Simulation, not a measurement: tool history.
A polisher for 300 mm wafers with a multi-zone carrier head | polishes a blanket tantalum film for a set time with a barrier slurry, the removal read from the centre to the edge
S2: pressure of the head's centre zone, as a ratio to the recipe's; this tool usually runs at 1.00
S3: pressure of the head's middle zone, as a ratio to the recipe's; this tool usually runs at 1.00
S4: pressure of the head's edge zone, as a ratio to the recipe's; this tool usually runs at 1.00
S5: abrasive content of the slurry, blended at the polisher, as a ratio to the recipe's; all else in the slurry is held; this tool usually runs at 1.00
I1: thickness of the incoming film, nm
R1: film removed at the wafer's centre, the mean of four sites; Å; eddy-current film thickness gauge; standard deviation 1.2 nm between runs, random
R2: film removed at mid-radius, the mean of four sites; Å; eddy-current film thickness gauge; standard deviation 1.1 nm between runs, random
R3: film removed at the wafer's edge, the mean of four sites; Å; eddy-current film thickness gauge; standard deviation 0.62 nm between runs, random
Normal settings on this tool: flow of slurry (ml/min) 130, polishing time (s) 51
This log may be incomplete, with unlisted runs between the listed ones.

{"run": 1, "hour": 0.0, "flow of slurry (ml/min)": 130, "S2": 0.94, "S3": 1.0, "S4": 1.0, "S5": 1.0, "polishing time (s)": 51, "I1": 237.5, "R1": 774, "R2": 818, "R3": 853}
{"run": 2, "hour": 56.0, "flow of slurry (ml/min)": 130, "S2": 1.0, "S3": 1.0, "S4": 1.0, "S5": 1.0, "polishing time (s)": 58, "I1": 239.1, "R1": 947, "R2": 937, "R3": 960}
{"run": 3, "hour": 124.2, "flow of slurry (ml/min)": 130, "S2": 1.0, "S3": 1.0, "S4": 1.0, "S5": 1.0, "polishing time (s)": 58, "I1": 238.9, "R1": 901, "R2": 922, "R3": 959}
{"hour": 153.5, "done": "worn pad replaced by a new one"}
{"run": 4, "hour": 191.2, "flow of slurry (ml/min)": 130, "S2": 1.0, "S3": 1.0, "S4": 1.0, "S5": 1.0, "polishing time (s)": 58, "I1": 241.7, "R1": 896, "R2": 909, "R3": 942}
{"run": 5, "hour": 239.9, "flow of slurry (ml/min)": 130, "S2": 1.0, "S3": 1.0, "S4": 1.0, "S5": 1.0, "polishing time (s)": 51, "I1": 238.1, "R1": 768, "R2": 797, "R3": 838}
{"hour": 269.1, "done": "centre zone pressure recalibrated"}
{"hour": 332.3, "done": "slurry nozzle cleaned"}
{"run": 6, "hour": 338.0, "flow of slurry (ml/min)": 130, "S2": 1.0, "S3": 1.0, "S4": 1.0, "S5": 1.0, "polishing time (s)": 51, "I1": 239.9, "R1": 864, "R2": 854, "R3": 889}
{"hour": 362.4, "done": "worn pad replaced by a new one"}
{"hour": 365.2, "done": "carrier head's membrane replaced by a new one"}
{"run": 7, "hour": 407.3, "flow of slurry (ml/min)": 130, "S2": 1.0, "S3": 1.0, "S4": 1.0, "S5": 1.0, "polishing time (s)": 51, "I1": 239.3, "R1": 859, "R2": 885, "R3": 883}
{"run": 8, "hour": 443.6, "flow of slurry (ml/min)": 130, "S2": 1.0, "S3": 1.0, "S4": 1.0, "S5": 1.0, "polishing time (s)": 51, "I1": 241.0, "R1": 847, "R2": 871, "R3": 895}
{"run": 9, "hour": 485.6, "flow of slurry (ml/min)": 130, "S2": 1.0, "S3": 1.0, "S4": 1.0, "S5": 1.0, "polishing time (s)": 51, "I1": 240.1, "R1": 856, "R2": 863, "R3": 887}
{"run": 10, "hour": 512.5, "flow of slurry (ml/min)": 130, "S2": 1.1, "S3": 1.11, "S4": 1.09, "S5": 0.7, "polishing time (s)": 51, "I1": 242.2, "R1": 831, "R2": 775, "R3": 793}
{"hour": 574.8, "done": "worn pad replaced by a new one"}
{"run": 11, "hour": 584.2, "flow of slurry (ml/min)": 130, "S2": 1.0, "S3": 1.0, "S4": 1.0, "S5": 1.0, "polishing time (s)": 51, "I1": 239.8, "R1": 847, "R2": 850, "R3": 873}
{"run": 12, "hour": 616.9, "flow of slurry (ml/min)": 165, "S2": 1.0, "S3": 1.07, "S4": 1.0, "S5": 1.0, "polishing time (s)": 51, "I1": 242.1, "R1": 897, "R2": 937, "R3": 911}
{"hour": 622.5, "done": "edge zone pressure recalibrated"}
{"run": 13, "hour": 652.3, "flow of slurry (ml/min)": 130, "S2": 0.96, "S3": 0.89, "S4": 0.95, "S5": 1.15, "polishing time (s)": 51, "I1": 238.8, "R1": 849, "R2": 821, "R3": 907}
{"run": 14, "hour": 679.0, "flow of slurry (ml/min)": 130, "S2": 0.91, "S3": 1.0, "S4": 1.0, "S5": 1.0, "polishing time (s)": 51, "I1": 241.3, "R1": 776, "R2": 848, "R3": 865}
{"run": 15, "hour": 726.5, "flow of slurry (ml/min)": 130, "S2": 1.1, "S3": 1.0, "S4": 1.0, "S5": 1.0, "polishing time (s)": 51, "I1": 237.9, "R1": 918, "R2": 834, "R3": 868}
{"hour": 781.6, "done": "worn pad replaced by a new one"}
{"run": 16, "hour": 827.1, "flow of slurry (ml/min)": 130, "S2": 1.0, "S3": 1.09, "S4": 1.0, "S5": 1.0, "polishing time (s)": 51, "I1": 237.4, "R1": 826, "R2": 877, "R3": 867}
{"run": 17, "hour": 880.6, "flow of slurry (ml/min)": 130, "S2": 1.0, "S3": 1.0, "S4": 1.0, "S5": 1.0, "polishing time (s)": 51, "I1": 237.8, "R1": 810, "R2": 819, "R3": 858}
{"run": 18, "hour": 910.5, "flow of slurry (ml/min)": 155, "S2": 1.0, "S3": 0.91, "S4": 1.0, "S5": 1.15, "polishing time (s)": 61, "I1": 236.9, "R1": 1055, "R2": 986, "R3": 1086}
{"run": 19, "hour": 973.7, "flow of slurry (ml/min)": 95, "S2": 1.04, "S3": 1.0, "S4": 1.0, "S5": 1.0, "polishing time (s)": 69, "I1": 238.0, "R1": 1003, "R2": 982, "R3": 1071}
{"hour": 1011.5, "done": "worn pad replaced by a new one"}
{"run": 20, "hour": 1014.6, "flow of slurry (ml/min)": 130, "S2": 1.0, "S3": 1.0, "S4": 1.0, "S5": 1.0, "polishing time (s)": 68, "I1": 235.7, "R1": 1046, "R2": 1037, "R3": 1105}

5 ways to go on from here, each from the tool as it stands after run 20. What would each give?
{"run": "A", "hour": 1015.0, "flow of slurry (ml/min)": 130, "S2": 1.0, "S3": 0.91, "S4": 1.0, "S5": 1.0, "polishing time (s)": 51, "I1": 241.3, "R1": "?", "R2": "?", "R3": "?"}
{"run": "B", "hour": 1015.0, "flow of slurry (ml/min)": 130, "S2": 0.88, "S3": 1.0, "S4": 1.0, "S5": 1.0, "polishing time (s)": 51, "I1": 241.3, "R1": "?", "R2": "?", "R3": "?"}
{"run": "C", "hour": 1015.0, "flow of slurry (ml/min)": 130, "S2": 1.0, "S3": 1.0, "S4": 1.03, "S5": 0.7, "polishing time (s)": 51, "I1": 241.3, "R1": "?", "R2": "?", "R3": "?"}
{"run": "D", "hour": 1015.0, "flow of slurry (ml/min)": 150, "S2": 1.0, "S3": 1.0, "S4": 1.0, "S5": 1.15, "polishing time (s)": 51, "I1": 241.3, "R1": "?", "R2": "?", "R3": "?"}
{"run": "E", "hour": 1015.0, "flow of slurry (ml/min)": 130, "S2": 1.0, "S3": 1.0, "S4": 0.94, "S5": 1.15, "polishing time (s)": 51, "I1": 241.3, "R1": "?", "R2": "?", "R3": "?"}

run=A R1=788 R2=735 R3=843
run=B R1=693 R2=781 R3=842
run=C R1=681 R2=674 R3=738
run=D R1=859 R2=845 R3=902
run=E R1=823 R2=816 R3=855
With the hidden condition removed and each run's random variation left untouched, the same runs would have given:
run=A R1=882 R2=812 R3=902
run=B R1=776 R2=862 R3=901
run=C R1=762 R2=744 R3=790
run=D R1=949 R2=923 R3=959
run=E R1=922 R2=900 R3=914
